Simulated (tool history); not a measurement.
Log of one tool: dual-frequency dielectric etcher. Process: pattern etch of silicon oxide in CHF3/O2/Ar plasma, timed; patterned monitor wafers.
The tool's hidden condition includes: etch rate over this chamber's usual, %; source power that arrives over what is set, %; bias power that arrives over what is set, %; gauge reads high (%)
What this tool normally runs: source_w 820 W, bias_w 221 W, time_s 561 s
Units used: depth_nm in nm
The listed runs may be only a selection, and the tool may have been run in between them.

run,hour,source_w,bias_w,time_s,wafers since the last listed run,hours since the last wet clean,hours since the last source power generator calibration,hours since the last bias power generator calibration,hours since the last upper electrode change,hours since the gauge calibration,"read-back reference wafer on the same gauge, depth_nm",depth_nm
1,0,950,221,561,0,528.4,4067.4,5124.5,2446.1,172.6,1182.2,1251.1
2,14.7,820,221,457,61,543.1,4082.1,5139.2,2460.8,187.3,1178.4,949.6
3,55.4,740,221,561,169,583.8,4122.8,5179.9,2501.5,228,1180.5,1092.2
# hour 100.7: wet clean of the chamber
# hour 111.8: upper electrode replaced
4,112.3,740,221,561,90,11.6,4179.7,5236.8,0.5,284.9,1181.1,1164
5,112.7,740,221,561,1,12,4180.1,5237.2,0.9,285.3,1180.6,1163.4
6,116.1,820,221,561,14,15.4,4183.5,5240.6,4.3,288.7,1178.2,1228.1
# hour 125: gauge calibrated
# hour 132.3: source power generator calibrated
7,138.4,820,221,561,76,37.7,6.1,5262.9,26.6,13.4,1178.9,1216.8
8,163.8,820,221,561,105,63.1,31.5,5288.3,52,38.8,1180.7,1207.9
9,182,940,203,561,75,81.3,49.7,5306.5,70.2,57,1180.3,1275.1
10,194.2,640,221,561,50,93.5,61.9,5318.7,82.4,69.2,1180,1067.6
# hour 207.6: bias power generator calibrated
11,208.1,820,221,561,41,107.4,75.8,0.5,96.3,83.1,1179.5,1211.4
12,221.2,820,257,404.5,54,120.5,88.9,13.6,109.4,96.2,1179.7,911.7
13,251.1,640,199,718,124,150.4,118.8,43.5,139.3,126.1,1179.4,1328
14,284.6,1010,241,677.5,139,183.9,152.3,77,172.8,159.6,1179.7,1640.5

5 ways to go on from here, each from the tool as it stands after run 14. What would each give?
A,285.2,820,221,561,2,184.5,152.9,77.6,173.4,160.2,?,?
B,285.2,680,268,464.5,2,184.5,152.9,77.6,173.4,160.2,?,?
C,285.2,890,221,561,2,184.5,152.9,77.6,173.4,160.2,?,?
D,285.2,820,185,561,2,184.5,152.9,77.6,173.4,160.2,?,?
E,285.2,820,221,425.5,2,184.5,152.9,77.6,173.4,160.2,?,?

run,"read-back reference wafer on the same gauge, depth_nm",depth_nm
A,1179.8,1204.4
B,1179.8,964.2
C,1179.8,1251.6
D,1179.8,1147
E,1179.8,913.5
The same runs, with their run-to-run variation unchanged, on a tool lacking any hidden condition would have given:
run,depth_nm
A,1229.1
B,984
C,1277.3
D,1170.5
E,932.2
